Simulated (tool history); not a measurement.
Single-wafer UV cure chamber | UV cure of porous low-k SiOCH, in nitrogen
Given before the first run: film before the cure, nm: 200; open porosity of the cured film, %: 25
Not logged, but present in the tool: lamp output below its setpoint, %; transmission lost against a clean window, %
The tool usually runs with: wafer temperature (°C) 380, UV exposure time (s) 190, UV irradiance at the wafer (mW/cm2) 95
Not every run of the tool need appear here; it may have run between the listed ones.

| run | hour | wafer temperature (°C) | UV exposure time (s) | UV irradiance at the wafer (mW/cm2) | wafers since the last listed run | hours since the UV bulbs were replaced | wafers since the quartz window was cleaned | loss of film thickness in the cure (%) |
|---|---|---|---|---|---|---|---|---|
| 1 | 0.0 | 392 | 190 | 87 | 0 | 1316.7 | 361 | 12.214 |
| 2 | 20.2 | 392 | 190 | 87 | 116 | 1336.9 | 477 | 12.095 |
| 3 | 44.4 | 392 | 190 | 87 | 139 | 1361.1 | 616 | 11.749 |
| 4 | 67.5 | 380 | 190 | 95 | 132 | 1384.2 | 749 | 12.052 |
| 5 | 91.6 | 380 | 190 | 95 | 138 | 1408.3 | 888 | 11.596 |
| 6 | 109.5 | 380 | 190 | 95 | 102 | 1426.2 | 991 | 12.024 |
| 7 | 132.8 | 394 | 190 | 95 | 134 | 1449.5 | 1125 | 12.154 |
| 8 | 154.0 | 380 | 190 | 95 | 121 | 1470.7 | 1247 | 11.790 |
| 9 | 166.5 | 380 | 190 | 95 | 71 | 1483.2 | 1319 | 11.877 |
| 10 | 189.9 | 380 | 190 | 95 | 134 | 1506.6 | 1454 | 11.639 |
|  | 202.9 | quartz window cleaned |
| 11 | 221.3 | 380 | 190 | 95 | 134 | 1538.0 | 105 | 12.836 |
| 12 | 239.2 | 380 | 190 | 95 | 102 | 1555.9 | 208 | 13.034 |
| 13 | 261.3 | 380 | 190 | 95 | 127 | 1578.0 | 335 | 13.039 |
| 14 | 287.4 | 380 | 190 | 95 | 150 | 1604.1 | 485 | 12.801 |
| 15 | 310.6 | 380 | 190 | 95 | 133 | 1627.3 | 619 | 12.352 |
| 16 | 333.7 | 366 | 190 | 95 | 132 | 1650.4 | 752 | 11.883 |
| 17 | 368.1 | 366 | 190 | 95 | 197 | 1684.8 | 950 | 12.012 |
| 18 | 381.2 | 385 | 120 | 95 | 75 | 1697.9 | 1025 | 9.751 |
| 19 | 402.3 | 380 | 190 | 95 | 121 | 1719.0 | 1147 | 11.985 |
|  | 428.4 | quartz window cleaned |
| 20 | 430.9 | 380 | 190 | 95 | 118 | 1747.6 | 14 | 12.944 |
| 21 | 453.6 | 380 | 190 | 95 | 130 | 1770.3 | 145 | 12.391 |
| 22 | 479.5 | 380 | 190 | 95 | 149 | 1796.2 | 294 | 12.017 |
| 23 | 497.4 | 380 | 190 | 95 | 102 | 1814.1 | 397 | 12.264 |
|  | 509.8 | UV bulbs replaced |
| 24 | 519.5 | 380 | 190 | 95 | 81 | 9.7 | 478 | 12.034 |
| 25 | 539.5 | 380 | 190 | 81 | 115 | 29.7 | 593 | 11.635 |
| 26 | 606.4 | 380 | 190 | 95 | 384 | 96.6 | 978 | 11.739 |
| 27 | 624.0 | 390 | 190 | 133 | 101 | 114.2 | 1079 | 13.551 |
| 28 | 651.3 | 380 | 190 | 95 | 157 | 141.5 | 1236 | 11.965 |
|  | 661.4 | quartz window cleaned |
| 29 | 744.8 | 380 | 190 | 117 | 491 | 235.0 | 479 | 13.519 |
| 30 | 760.7 | 380 | 145 | 95 | 91 | 250.9 | 571 | 11.196 |
| 31 | 792.7 | 380 | 190 | 95 | 184 | 282.9 | 755 | 12.263 |
| 32 | 810.0 | 380 | 270 | 131 | 99 | 300.2 | 854 | 15.298 |
| 33 | 831.1 | 380 | 190 | 95 | 121 | 321.3 | 976 | 11.844 |
| 34 | 853.5 | 380 | 190 | 95 | 128 | 343.7 | 1104 | 12.262 |
|  | 875.6 | quartz window cleaned |
| 35 | 898.0 | 390 | 285 | 63 | 209 | 388.2 | 128 | 13.019 |
| 36 | 930.5 | 363 | 190 | 134 | 186 | 420.7 | 315 | 13.538 |
| 37 | 962.3 | 394 | 190 | 131 | 182 | 452.5 | 498 | 14.102 |
| 38 | 987.7 | 368 | 275 | 82 | 146 | 477.9 | 645 | 13.126 |
| 39 | 1019.1 | 380 | 190 | 81 | 180 | 509.3 | 825 | 11.480 |
| 40 | 1050.1 | 380 | 105 | 63 | 178 | 540.3 | 1004 | 7.041 |
| 41 | 1083.7 | 361 | 190 | 95 | 193 | 573.9 | 1197 | 11.385 |
| 42 | 1104.5 | 370 | 230 | 56 | 119 | 594.7 | 1317 | 9.883 |
| 43 | 1124.0 | 380 | 190 | 95 | 112 | 614.2 | 1429 | 11.751 |
|  | 1133.5 | quartz window cleaned |
| 44 | 1142.0 | 385 | 250 | 119 | 57 | 632.2 | 48 | 15.597 |
| 45 | 1166.4 | 380 | 190 | 58 | 140 | 656.6 | 189 | 10.241 |

Per-run results on a tool with no hidden state, each run keeping its own random variation:
| run | loss of film thickness in the cure (%) |
|---|---|
| 1 | 13.061 |
| 2 | 13.074 |
| 3 | 12.831 |
| 4 | 13.247 |
| 5 | 12.822 |
| 6 | 13.343 |
| 7 | 13.511 |
| 8 | 13.165 |
| 9 | 13.279 |
| 10 | 13.037 |
| 11 | 13.063 |
| 12 | 13.451 |
| 13 | 13.650 |
| 14 | 13.580 |
| 15 | 13.224 |
| 16 | 12.830 |
| 17 | 13.070 |
| 18 | 10.770 |
| 19 | 13.088 |
| 20 | 13.223 |
| 21 | 12.932 |
| 22 | 12.790 |
| 23 | 13.195 |
| 24 | 13.091 |
| 25 | 12.822 |
| 26 | 13.091 |
| 27 | 14.978 |
| 28 | 13.423 |
| 29 | 14.345 |
| 30 | 12.082 |
| 31 | 13.284 |
| 32 | 16.404 |
| 33 | 12.938 |
| 34 | 13.442 |
| 35 | 13.451 |
| 36 | 14.269 |
| 37 | 15.069 |
| 38 | 14.215 |
| 39 | 12.662 |
| 40 | 8.154 |
| 41 | 12.669 |
| 42 | 11.159 |
| 43 | 13.090 |
| 44 | 15.786 |
| 45 | 10.671 |
